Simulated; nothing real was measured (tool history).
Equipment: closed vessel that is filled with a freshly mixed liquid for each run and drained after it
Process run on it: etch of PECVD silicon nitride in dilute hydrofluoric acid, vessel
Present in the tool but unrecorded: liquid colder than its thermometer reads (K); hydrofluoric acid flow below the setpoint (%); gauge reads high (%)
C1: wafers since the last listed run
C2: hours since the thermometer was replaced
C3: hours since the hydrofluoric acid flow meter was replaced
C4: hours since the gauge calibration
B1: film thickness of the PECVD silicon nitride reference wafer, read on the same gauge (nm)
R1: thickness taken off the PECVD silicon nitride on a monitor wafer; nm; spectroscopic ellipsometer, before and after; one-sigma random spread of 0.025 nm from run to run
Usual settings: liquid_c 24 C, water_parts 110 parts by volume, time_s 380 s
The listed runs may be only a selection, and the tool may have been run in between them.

run 1 hour=0 | liquid_c=24 water_parts=110 time_s=445 | C1=0 C2=2131.7 C3=1165.9 C4=59 | B1=100.01 | R1=6.86
run 2 hour=8.2 | liquid_c=24 water_parts=110 time_s=445 | C1=873 C2=2139.9 C3=1174.1 C4=67.2 | B1=99.99 | R1=6.87
-- hour=20.5 gauge calibrated
run 3 hour=22.5 | liquid_c=24 water_parts=110 time_s=445 | C1=1523 C2=2154.2 C3=1188.4 C4=2 | B1=100.02 | R1=6.85
run 4 hour=28.8 | liquid_c=24 water_parts=95 time_s=380 | C1=671 C2=2160.5 C3=1194.7 C4=8.3 | B1=100.01 | R1=6.79
run 5 hour=37.3 | liquid_c=24 water_parts=110 time_s=380 | C1=905 C2=2169 C3=1203.2 C4=16.8 | B1=99.97 | R1=5.83
run 6 hour=46.9 | liquid_c=24 water_parts=110 time_s=380 | C1=1022 C2=2178.6 C3=1212.8 C4=26.4 | B1=99.96 | R1=5.86
run 7 hour=54.4 | liquid_c=24 water_parts=110 time_s=380 | C1=799 C2=2186.1 C3=1220.3 C4=33.9 | B1=100.04 | R1=5.82
run 8 hour=65.1 | liquid_c=24 water_parts=155 time_s=575 | C1=1140 C2=2196.8 C3=1231 C4=44.6 | B1=100.02 | R1=6.27
-- hour=69.9 hydrofluoric acid flow meter replaced
run 9 hour=77.9 | liquid_c=24 water_parts=110 time_s=380 | C1=1257 C2=2209.6 C3=8 C4=57.4 | B1=100.02 | R1=5.83
run 10 hour=90 | liquid_c=29 water_parts=110 time_s=380 | C1=1289 C2=2221.7 C3=20.1 C4=69.5 | B1=99.97 | R1=8.04
-- hour=103.4 gauge calibrated
-- hour=104.9 thermometer replaced
run 11 hour=105.5 | liquid_c=24 water_parts=110 time_s=380 | C1=1545 C2=0.6 C3=35.6 C4=2.1 | B1=100 | R1=6.72
run 12 hour=118.2 | liquid_c=19.5 water_parts=135 time_s=255 | C1=1353 C2=13.3 C3=48.3 C4=14.8 | B1=99.98 | R1=2.73
run 13 hour=130.6 | liquid_c=28 water_parts=130 time_s=585 | C1=1321 C2=25.7 C3=60.7 C4=27.2 | B1=100 | R1=11.33
run 14 hour=147.9 | liquid_c=26 water_parts=60 time_s=560 | C1=1843 C2=43 C3=78 C4=44.5 | B1=99.97 | R1=20.62
run 15 hour=165.5 | liquid_c=24 water_parts=110 time_s=380 | C1=1875 C2=60.6 C3=95.6 C4=62.1 | B1=99.99 | R1=6.66

What if the next run were any one of these 5? Each begins from the tool's condition after run 15:
run A hour=166.3 | liquid_c=24 water_parts=110 time_s=175 | C1=85 C2=61.4 C3=96.4 C4=62.9 | B1=? | R1=?
run B hour=166.3 | liquid_c=24 water_parts=150 time_s=570 | C1=85 C2=61.4 C3=96.4 C4=62.9 | B1=? | R1=?
run C hour=166.3 | liquid_c=26.5 water_parts=60 time_s=380 | C1=85 C2=61.4 C3=96.4 C4=62.9 | B1=? | R1=?
run D hour=166.3 | liquid_c=24 water_parts=150 time_s=380 | C1=85 C2=61.4 C3=96.4 C4=62.9 | B1=? | R1=?
run E hour=166.3 | liquid_c=22.5 water_parts=125 time_s=500 | C1=85 C2=61.4 C3=96.4 C4=62.9 | B1=? | R1=?

run=A B1=99.98 R1=3.05
run=B B1=99.98 R1=7.32
run=C B1=99.98 R1=14.21
run=D B1=99.98 R1=4.88
run=E B1=99.98 R1=6.96
Without the tool's unlogged condition, the same runs would have read:
run=A R1=3.14
run=B R1=7.53
run=C R1=14.64
run=D R1=5.02
run=E R1=7.17
